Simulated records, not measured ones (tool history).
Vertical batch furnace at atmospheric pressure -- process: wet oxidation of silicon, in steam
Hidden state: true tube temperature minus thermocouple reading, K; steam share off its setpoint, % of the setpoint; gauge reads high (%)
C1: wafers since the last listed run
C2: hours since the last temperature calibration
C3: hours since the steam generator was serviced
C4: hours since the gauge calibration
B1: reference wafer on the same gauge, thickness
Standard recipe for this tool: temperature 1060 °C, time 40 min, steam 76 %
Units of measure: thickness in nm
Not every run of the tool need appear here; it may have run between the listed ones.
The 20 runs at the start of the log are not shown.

{"hour": 689.3, "done": "thermocouples replaced and temperature profile calibrated"}
{"run": 21, "hour": 689.8, "temperature": 1066, "time": 23.5, "steam": 81, "C1": 218, "C2": 0.5, "C3": 268.4, "C4": 238, "B1": 524.93, "thickness": 354}
{"run": 22, "hour": 703.8, "temperature": 1060, "time": 40, "steam": 76, "C1": 233, "C2": 14.5, "C3": 282.4, "C4": 252, "B1": 525.41, "thickness": 449.98}
{"run": 23, "hour": 740.0, "temperature": 1060, "time": 54, "steam": 76, "C1": 603, "C2": 50.7, "C3": 318.6, "C4": 288.2, "B1": 525.14, "thickness": 536.71}
{"run": 24, "hour": 758.5, "temperature": 1083, "time": 26.5, "steam": 70, "C1": 308, "C2": 69.2, "C3": 337.1, "C4": 306.7, "B1": 525.1, "thickness": 375.79}
{"run": 25, "hour": 785.5, "temperature": 1047, "time": 40, "steam": 76, "C1": 450, "C2": 96.2, "C3": 364.1, "C4": 333.7, "B1": 525.1, "thickness": 425.55}
{"run": 26, "hour": 806.0, "temperature": 1060, "time": 40, "steam": 76, "C1": 341, "C2": 116.7, "C3": 384.6, "C4": 354.2, "B1": 524.78, "thickness": 453.2}
{"run": 27, "hour": 820.2, "temperature": 1060, "time": 40, "steam": 76, "C1": 236, "C2": 130.9, "C3": 398.8, "C4": 368.4, "B1": 524.46, "thickness": 451.35}
{"run": 28, "hour": 845.2, "temperature": 1072, "time": 40, "steam": 76, "C1": 416, "C2": 155.9, "C3": 423.8, "C4": 393.4, "B1": 524.97, "thickness": 474.55}
{"run": 29, "hour": 879.3, "temperature": 1060, "time": 40, "steam": 76, "C1": 568, "C2": 190, "C3": 457.9, "C4": 427.5, "B1": 525.16, "thickness": 451.57}
{"run": 30, "hour": 892.1, "temperature": 1060, "time": 40, "steam": 76, "C1": 213, "C2": 202.8, "C3": 470.7, "C4": 440.3, "B1": 524.42, "thickness": 450.84}
{"run": 31, "hour": 923.8, "temperature": 1038, "time": 40, "steam": 73, "C1": 528, "C2": 234.5, "C3": 502.4, "C4": 472, "B1": 525.47, "thickness": 396.55}
{"run": 32, "hour": 945.2, "temperature": 1060, "time": 40, "steam": 84, "C1": 356, "C2": 255.9, "C3": 523.8, "C4": 493.4, "B1": 525.38, "thickness": 477.35}

4 options for the next run, each taken on its own from the tool as it stands now. Forecast them:
{"run": "A", "hour": 950.3, "temperature": 1060, "time": 21, "steam": 76, "C1": 85, "C2": 261, "C3": 528.9, "C4": 498.5, "B1": "?", "thickness": "?"}
{"run": "B", "hour": 950.3, "temperature": 1060, "time": 27, "steam": 67, "C1": 85, "C2": 261, "C3": 528.9, "C4": 498.5, "B1": "?", "thickness": "?"}
{"run": "C", "hour": 950.3, "temperature": 1073, "time": 40, "steam": 69, "C1": 85, "C2": 261, "C3": 528.9, "C4": 498.5, "B1": "?", "thickness": "?"}
{"run": "D", "hour": 950.3, "temperature": 1069, "time": 51, "steam": 83, "C1": 85, "C2": 261, "C3": 528.9, "C4": 498.5, "B1": "?", "thickness": "?"}

run=A B1=524.34 thickness=310.59
run=B B1=524.34 thickness=334.84
run=C B1=524.34 thickness=454.41
run=D B1=524.34 thickness=568.56
The same runs, with their run-to-run variation unchanged, on a tool lacking any hidden condition would have given:
run=A thickness=308.09
run=B thickness=332.22
run=C thickness=451.44
run=D thickness=565.05

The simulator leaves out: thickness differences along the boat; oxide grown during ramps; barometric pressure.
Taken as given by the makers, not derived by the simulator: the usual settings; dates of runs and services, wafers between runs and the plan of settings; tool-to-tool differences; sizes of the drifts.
